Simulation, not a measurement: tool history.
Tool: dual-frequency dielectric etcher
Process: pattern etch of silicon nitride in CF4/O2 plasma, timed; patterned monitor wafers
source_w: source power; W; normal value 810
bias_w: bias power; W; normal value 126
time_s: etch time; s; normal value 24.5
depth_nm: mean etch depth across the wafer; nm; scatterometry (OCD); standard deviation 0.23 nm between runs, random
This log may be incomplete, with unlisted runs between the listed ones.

run   hour  source_w  bias_w  time_s  wafers since the last listed run  hours since the last wet clean  hours since the last source power generator calibration  hours since the last bias power generator calibration  hours since the last upper electrode change  hours since the gauge calibration  read-back reference wafer on the same gauge, depth_nm  depth_nm
  1      0       710     126    24.5                                 0                             0.5                                                   2846.7                                                 1698.4                                       4318.4                              537.3                                                   80.4      66.6
  2   25.1       810     126    24.5                               386                            25.6                                                   2871.8                                                 1723.5                                       4343.5                              562.4                                                   80.3      71.8
  3     41       810     126    24.5                               244                            41.5                                                   2887.7                                                 1739.4                                       4359.4                              578.3                                                   80.4        72
  4     58       810     126    24.5                               261                            58.5                                                   2904.7                                                 1756.4                                       4376.4                              595.3                                                   80.4      71.8
  5   87.6       810     126    24.5                               455                            88.1                                                   2934.3                                                   1786                                         4406                              624.9                                                   80.2      72.1
  6  111.9       810     126    24.5                               373                           112.4                                                   2958.6                                                 1810.3                                       4430.3                              649.2                                                   80.5      71.8
  7  137.1       760     126    24.5                               387                           137.6                                                   2983.8                                                 1835.5                                       4455.5                              674.4                                                   80.4      69.2
  8  168.5       760     126    24.5                               482                             169                                                   3015.2                                                 1866.9                                       4486.9                              705.8                                                   80.3      69.3
  9  190.3       760     126    24.5                               335                           190.8                                                     3037                                                 1888.7                                       4508.7                              727.6                                                   80.4      68.9
 10  218.1       680     126    24.5                               427                           218.6                                                   3064.8                                                 1916.5                                       4536.5                              755.4                                                   80.4      65.1
 11  233.8       680     126    24.5                               241                           234.3                                                   3080.5                                                 1932.2                                       4552.2                              771.1                                                   80.4      64.6
 12    267       680     126    24.5                               510                           267.5                                                   3113.7                                                 1965.4                                       4585.4                              804.3                                                   80.5      64.5
 13  281.2       810     106    24.5                               218                           281.7                                                   3127.9                                                 1979.6                                       4599.6                              818.5                                                   80.3      68.9
 14  315.2       810     126    24.5                               522                           315.7                                                   3161.9                                                 2013.6                                       4633.6                              852.5                                                   80.5        72
     324.1  -- gauge calibrated
 15  332.6       620     147      22                               267                           333.1                                                   3179.3                                                   2031                                         4651                                8.5                                                   80.5      57.8
 16  352.7       810     139    26.5                               309                           353.2                                                   3199.4                                                 2051.1                                       4671.1                               28.6                                                   80.4      80.1
     392.7  -- wet clean of the chamber
 17  393.2       960     145    28.5                               253                             0.5                                                   3239.9                                                 2091.6                                       4711.6                               69.1                                                   80.4      96.9
     403.5  -- source power generator calibrated
 18  455.8       810     157    24.5                               901                            63.1                                                     52.3                                                 2154.2                                       4774.2                              131.7                                                   80.5      76.8
     499.3  -- upper electrode replaced
 19  499.8       620     126      21                               307                           107.1                                                     96.3                                                 2198.2                                          0.5                              175.7                                                   80.4      53.1
     549.1  -- bias power generator calibrated
 20  550.7       620     126      21                               721                             158                                                    147.2                                                    1.6                                         51.4                              226.6                                                   80.2      52.5
 21  578.3       990     105    24.5                               424                           185.6                                                    174.8                                                   29.2                                           79                              254.2                                                   80.4      78.2
 22    606       940     157    27.5                               426                           213.3                                                    202.5                                                   56.9                                        106.7                              281.9                                                   80.4      93.8
 23  630.7       810     107    30.5                               379                             238                                                    227.2                                                   81.6                                        131.4                              306.6                                                   80.4        86
 24  665.3       810     126    24.5                               532                           272.6                                                    261.8                                                  116.2                                          166                              341.2                                                   80.4      72.1
 25  686.7       810     126      19                               329                             294                                                    283.2                                                  137.6                                        187.4                              362.6                                                   80.4      55.5
 26  718.4       620     110    31.5                               487                           325.7                                                    314.9                                                  169.3                                        219.1                              394.3                                                   80.3      76.3
 27  734.1       760     126    24.5                               241                           341.4                                                    330.6                                                    185                                        234.8                                410                                                   80.4      69.6
     787.8  -- wet clean of the chamber
 28  788.3       810     126    24.5                               464                             0.5                                                    384.8                                                  239.2                                          289                              464.2                                                   80.4      71.8
 29  816.3       810     106    24.5                               430                            28.5                                                    412.8                                                  267.2                                          317                              492.2                                                   80.5        69

For each run, what was the tool's unlogged condition?
etch rate over this chamber's usual, %: 0 on each run
source power that arrives over what is set, %: 0 on each run
bias power that arrives over what is set, %: 0 on each run
gauge reads high (%): 0 on each run

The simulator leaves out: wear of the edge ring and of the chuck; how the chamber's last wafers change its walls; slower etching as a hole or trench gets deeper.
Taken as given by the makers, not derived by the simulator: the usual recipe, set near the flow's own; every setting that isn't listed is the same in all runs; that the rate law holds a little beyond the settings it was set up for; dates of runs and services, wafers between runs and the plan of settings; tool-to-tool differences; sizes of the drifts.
